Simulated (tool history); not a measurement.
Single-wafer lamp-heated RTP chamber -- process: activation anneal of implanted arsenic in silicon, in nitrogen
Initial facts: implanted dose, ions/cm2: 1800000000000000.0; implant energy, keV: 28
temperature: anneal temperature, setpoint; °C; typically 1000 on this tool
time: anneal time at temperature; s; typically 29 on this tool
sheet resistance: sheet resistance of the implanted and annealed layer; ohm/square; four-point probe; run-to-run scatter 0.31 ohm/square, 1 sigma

run    hour  temperature  time  wafers since the last listed run  wafers since the last pyrometer calibration  wafers since the reflector plate was cleaned  hours since the gauge calibration  read-back reference wafer on the same gauge, sheet resistance  sheet resistance
  1       0          982    42                                 0                                         2460                                          2785                             1659.3                                                          88.09             98.31
  2    81.3          982    42                               897                                         3358                                          3683                             1740.6                                                          88.11             97.76
  3   171.4         1000    29                               995                                         4353                                          4679                             1830.7                                                          88.12             96.18
  4   263.8          992    29                              1020                                         5374                                          5699                             1923.1                                                          88.01             97.99
      320.6  -- pyrometer window cleaned and pyrometer calibrated
  5   321.1         1000    29                               544                                            5                                          6244                             1980.4                                                          88.04             95.79
  6   392.2         1000    29                               785                                          790                                          7029                             2051.5                                                          88.11             95.12
  7   496.5         1000    29                              1152                                         1942                                          8181                             2155.8                                                          88.15             95.08
  8   544.9         1000    29                               534                                         2477                                          8716                             2204.2                                                          88.18              95.1
  9   646.2         1010    36                              1118                                         3596                                          9834                             2305.5                                                          88.08             89.12
 10   693.9         1000    24                               526                                         4123                                         10361                             2353.2                                                          88.05              96.6
        738  -- gauge calibrated
      787.3  -- pyrometer window cleaned and pyrometer calibrated
 11   793.6         1000    24                              1012                                           69                                         11374                               55.6                                                          88.08             96.23
 12     869         1000    18                               832                                          902                                         12207                                131                                                          88.17             98.44
      899.8  -- reflector plate cleaned
 13   911.4         1000    18                               379                                         1282                                           128                              173.4                                                           88.1             100.7
 14  1004.1         1000    18                              1023                                         2305                                          1152                              266.1                                                          88.08            100.58
 15  1097.3         1010    29                              1029                                         3335                                          2181                              359.3                                                          88.13             93.04
 16  1152.2         1000    29                               606                                         3941                                          2788                              414.2                                                          88.05             96.47
 17  1267.1          973    41                              1269                                         5210                                          4057                              529.1                                                          88.17            100.69
     1311.7  -- pyrometer window cleaned and pyrometer calibrated
 18  1586.6         1000    35                              3440                                         3036                                          7497                              848.6                                                          88.11             93.27
 19    1646          982    38                               656                                         3692                                          8153                                908                                                           88.1             97.89
 20  1753.4          986    25                              1186                                         4878                                          9340                             1015.4                                                          88.12             100.4
 21  1798.5         1000    20                               498                                         5376                                          9838                             1060.5                                                          88.04             98.56
     1817.9  -- pyrometer window cleaned and pyrometer calibrated
 22  1888.5          983    45                               905                                          779                                         10743                             1150.5                                                          88.09             95.73
 23  1938.4          973    19                               551                                         1330                                         11295                             1200.4                                                          88.16            107.11
 24  1986.5         1000    29                               531                                         1861                                         11826                             1248.5                                                          88.04             94.46
 25  2072.3         1000    22                               947                                         2809                                         12773                             1334.3                                                          88.06             96.82
 26  2122.9          987    29                               558                                         3368                                         13332                             1384.9                                                           88.1             98.39
 27    2181         1000    29                               641                                         4010                                         13974                               1443                                                           88.1             94.07
 28  2286.2          981    35                              1161                                         5172                                         15136                             1548.2                                                           88.1             97.97
     2310.6  -- pyrometer window cleaned and pyrometer calibrated
     2383.5  -- reflector plate cleaned
 29    2384         1000    45                               903                                          721                                             5                               1646                                                          88.15             91.91

3 ways to go on from here, each from the tool as it stands after run 29. What would each give?
  A  2384.4         1000    23                                 4                                          726                                            10                             1646.4                                                              ?                 ?
  B  2384.4         1008    29                                 4                                          726                                            10                             1646.4                                                              ?                 ?
  C  2384.4         1022    29                                 4                                          726                                            10                             1646.4                                                              ?                 ?

run  read-back reference wafer on the same gauge, sheet resistance  sheet resistance
  A                                                          88.16             98.77
  B                                                          88.16             93.98
  C                                                          88.16              89.6
Take away the tool's hidden state, keep each run's random variation, and the runs would have read:
run  sheet resistance
  A             98.95
  B             94.16
  C             89.79
